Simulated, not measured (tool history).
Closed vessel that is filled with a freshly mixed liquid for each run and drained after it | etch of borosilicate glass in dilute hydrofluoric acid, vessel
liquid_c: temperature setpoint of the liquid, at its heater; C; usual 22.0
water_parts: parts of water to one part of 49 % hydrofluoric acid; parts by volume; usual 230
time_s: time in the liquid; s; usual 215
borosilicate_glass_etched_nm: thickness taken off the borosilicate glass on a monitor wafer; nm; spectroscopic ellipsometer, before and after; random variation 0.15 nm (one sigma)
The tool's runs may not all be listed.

run,hour,liquid_c,water_parts,time_s,"read-back film thickness of the borosilicate glass reference wafer, read on the same gauge (nm)",borosilicate_glass_etched_nm
1,0.0,22.0,230,215,119.97,18.63
2,27.2,22.0,230,215,120.01,18.76
3,47.1,22.0,230,215,120.02,18.54
4,77.5,22.0,230,215,119.98,18.54
5,90.4,19.5,230,215,120.07,16.94
6,102.9,19.5,230,215,119.97,16.93
7,128.3,25.0,230,215,120.02,20.52
8,150.9,22.0,130,160,119.98,26.87
# hour 160.9: thermometer replaced
9,178.4,26.0,135,135,119.98,27.20
10,198.0,22.0,170,120,120.02,16.04
11,225.7,26.5,230,215,119.99,23.31
# hour 227.0: hydrofluoric acid flow meter replaced
12,325.2,22.0,230,215,119.96,19.00
13,353.1,20.0,175,335,120.00,38.12
14,371.5,22.0,155,215,119.95,30.50
15,400.9,20.0,260,95,120.00,6.68
16,435.8,18.5,185,275,120.04,27.48
# hour 453.7: gauge calibrated
17,458.8,20.5,155,255,120.00,33.53
18,475.1,22.0,195,215,120.00,22.74
19,510.9,20.5,230,215,119.99,17.93
20,541.9,22.0,230,215,119.97,19.00
21,556.2,19.5,230,120,119.97,9.51

Run 22 comes next. What will it give?
22,587.5,22.0,120,215,?,?

{"run 22": {"read-back film thickness of the borosilicate glass reference wafer, read on the same gauge (nm)": 120.02, "borosilicate_glass_etched_nm": 41.44}}
Without the tool's hidden state the same run would have given borosilicate_glass_etched_nm 41.79 nm.
